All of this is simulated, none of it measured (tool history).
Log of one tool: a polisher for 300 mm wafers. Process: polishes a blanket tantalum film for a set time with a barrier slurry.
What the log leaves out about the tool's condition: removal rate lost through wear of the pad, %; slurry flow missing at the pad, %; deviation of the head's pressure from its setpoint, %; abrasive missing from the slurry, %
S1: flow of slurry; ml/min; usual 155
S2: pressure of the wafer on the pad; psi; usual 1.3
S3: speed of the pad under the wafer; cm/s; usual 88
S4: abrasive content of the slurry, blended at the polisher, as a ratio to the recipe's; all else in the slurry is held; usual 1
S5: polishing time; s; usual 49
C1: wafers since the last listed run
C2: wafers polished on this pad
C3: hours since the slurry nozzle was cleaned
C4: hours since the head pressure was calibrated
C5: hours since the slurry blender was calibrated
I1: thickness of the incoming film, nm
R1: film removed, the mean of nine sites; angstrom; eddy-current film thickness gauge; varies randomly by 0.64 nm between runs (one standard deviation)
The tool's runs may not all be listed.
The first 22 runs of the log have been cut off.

run	hour	S1	S2	S3	S4	S5	C1	C2	C3	C4	C5	I1	R1
23	541.6	155	1	88	1	49	217	2901	398.6	267.4	15.1	317.8	331
# hour 547.4: worn pad replaced by a new one
24	561.6	155	1.3	110	1	33	239	212	418.6	287.4	35.1	324.2	298
25	581.8	155	1.3	88	1	49	302	515	438.8	307.6	55.3	319.5	393
26	608.2	155	1.3	88	1	49	395	911	465.2	334	81.7	321.7	384
27	628.2	155	1	100	1	49	299	1211	485.2	354	101.7	318.3	345
28	647.5	155	1.6	88	1.15	49	289	1500	504.5	373.3	121	319.3	486
29	676.6	155	1.3	88	1	49	436	1936	533.6	402.4	150.1	323	401
30	702.7	155	1.3	88	1	49	391	2328	559.7	428.5	176.2	321.2	393

Branching from run 30: 4 alternative next runs. What would each branch give?
A	703.1	155	1.3	88	1	56	5	2334	560.1	428.9	176.6	324.7	?
B	703.1	205	1.3	108	1	49	5	2334	560.1	428.9	176.6	324.7	?
C	703.1	180	1.3	104	1	49	5	2334	560.1	428.9	176.6	324.7	?
D	703.1	205	1.3	78	1.3	49	5	2334	560.1	428.9	176.6	324.7	?

run	R1
A	441
B	474
C	448
D	431
Stripped of hidden state, with their random variation kept, the same runs would have yielded:
run	R1
A	508
B	528
C	506
D	479

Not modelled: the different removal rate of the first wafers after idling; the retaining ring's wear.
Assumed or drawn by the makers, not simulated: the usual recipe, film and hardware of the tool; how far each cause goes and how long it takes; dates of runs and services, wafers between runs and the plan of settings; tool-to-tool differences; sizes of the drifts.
